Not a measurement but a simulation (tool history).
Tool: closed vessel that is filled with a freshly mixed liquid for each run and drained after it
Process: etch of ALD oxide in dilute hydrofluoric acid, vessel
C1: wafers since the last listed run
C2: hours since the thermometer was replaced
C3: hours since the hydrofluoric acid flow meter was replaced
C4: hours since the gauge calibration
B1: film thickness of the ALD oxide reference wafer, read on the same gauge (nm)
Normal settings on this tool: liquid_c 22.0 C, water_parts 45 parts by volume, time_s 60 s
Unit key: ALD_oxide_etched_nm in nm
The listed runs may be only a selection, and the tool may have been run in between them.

run 1 hour=0.0 | liquid_c=22.0 water_parts=45 time_s=60 | C1=0 C2=383.4 C3=1514.2 C4=310.3 | B1=30.01 | ALD_oxide_etched_nm=28.62
run 2 hour=93.9 | liquid_c=22.0 water_parts=45 time_s=60 | C1=9064 C2=477.3 C3=1608.1 C4=404.2 | B1=30.01 | ALD_oxide_etched_nm=28.79
run 3 hour=195.2 | liquid_c=22.0 water_parts=45 time_s=60 | C1=9778 C2=578.6 C3=1709.4 C4=505.5 | B1=30.01 | ALD_oxide_etched_nm=28.76
run 4 hour=288.1 | liquid_c=22.0 water_parts=60 time_s=60 | C1=8967 C2=671.5 C3=1802.3 C4=598.4 | B1=30.00 | ALD_oxide_etched_nm=20.81
run 5 hour=361.5 | liquid_c=22.0 water_parts=45 time_s=60 | C1=7085 C2=744.9 C3=1875.7 C4=671.8 | B1=29.99 | ALD_oxide_etched_nm=28.59
run 6 hour=405.2 | liquid_c=22.0 water_parts=45 time_s=60 | C1=4218 C2=788.6 C3=1919.4 C4=715.5 | B1=30.00 | ALD_oxide_etched_nm=28.42
run 7 hour=454.2 | liquid_c=22.0 water_parts=45 time_s=60 | C1=4730 C2=837.6 C3=1968.4 C4=764.5 | B1=29.98 | ALD_oxide_etched_nm=28.34
run 8 hour=534.7 | liquid_c=22.0 water_parts=45 time_s=60 | C1=7770 C2=918.1 C3=2048.9 C4=845.0 | B1=30.04 | ALD_oxide_etched_nm=28.45
run 9 hour=604.4 | liquid_c=22.0 water_parts=45 time_s=60 | C1=6728 C2=987.8 C3=2118.6 C4=914.7 | B1=30.01 | ALD_oxide_etched_nm=28.78
-- hour=624.7 hydrofluoric acid flow meter replaced
run 10 hour=645.3 | liquid_c=22.0 water_parts=45 time_s=60 | C1=3851 C2=1028.7 C3=20.6 C4=955.6 | B1=29.98 | ALD_oxide_etched_nm=29.85
run 11 hour=699.5 | liquid_c=22.0 water_parts=45 time_s=60 | C1=5232 C2=1082.9 C3=74.8 C4=1009.8 | B1=30.00 | ALD_oxide_etched_nm=29.47
run 12 hour=776.0 | liquid_c=22.0 water_parts=45 time_s=70 | C1=7384 C2=1159.4 C3=151.3 C4=1086.3 | B1=30.01 | ALD_oxide_etched_nm=34.35
run 13 hour=876.1 | liquid_c=22.0 water_parts=45 time_s=70 | C1=9662 C2=1259.5 C3=251.4 C4=1186.4 | B1=29.95 | ALD_oxide_etched_nm=34.89
run 14 hour=979.2 | liquid_c=19.5 water_parts=45 time_s=40 | C1=9952 C2=1362.6 C3=354.5 C4=1289.5 | B1=29.94 | ALD_oxide_etched_nm=17.63
run 15 hour=1055.9 | liquid_c=24.0 water_parts=40 time_s=45 | C1=7404 C2=1439.3 C3=431.2 C4=1366.2 | B1=30.00 | ALD_oxide_etched_nm=27.15
-- hour=1105.7 gauge calibrated
run 16 hour=1131.8 | liquid_c=20.0 water_parts=30 time_s=35 | C1=7326 C2=1515.2 C3=507.1 C4=26.1 | B1=29.96 | ALD_oxide_etched_nm=24.06
-- hour=1161.5 thermometer replaced
run 17 hour=1199.6 | liquid_c=22.0 water_parts=45 time_s=60 | C1=6448 C2=38.1 C3=574.9 C4=93.9 | B1=30.02 | ALD_oxide_etched_nm=29.44
run 18 hour=1271.9 | liquid_c=22.0 water_parts=35 time_s=60 | C1=6979 C2=110.4 C3=647.2 C4=166.2 | B1=30.01 | ALD_oxide_etched_nm=38.30
run 19 hour=1311.6 | liquid_c=24.0 water_parts=30 time_s=35 | C1=3832 C2=150.1 C3=686.9 C4=205.9 | B1=30.00 | ALD_oxide_etched_nm=28.46

Run 20, settings as shown, results not yet in. Your forecast:
run 20 hour=1407.6 | liquid_c=22.0 water_parts=55 time_s=90 | C1=9267 C2=246.1 C3=782.9 C4=301.9 | B1=? | ALD_oxide_etched_nm=?

{"run 20": {"B1": 30.0, "ALD_oxide_etched_nm": 35.54}}
The same run, on a tool lacking any hidden state, would have yielded ALD_oxide_etched_nm 36.29 nm.
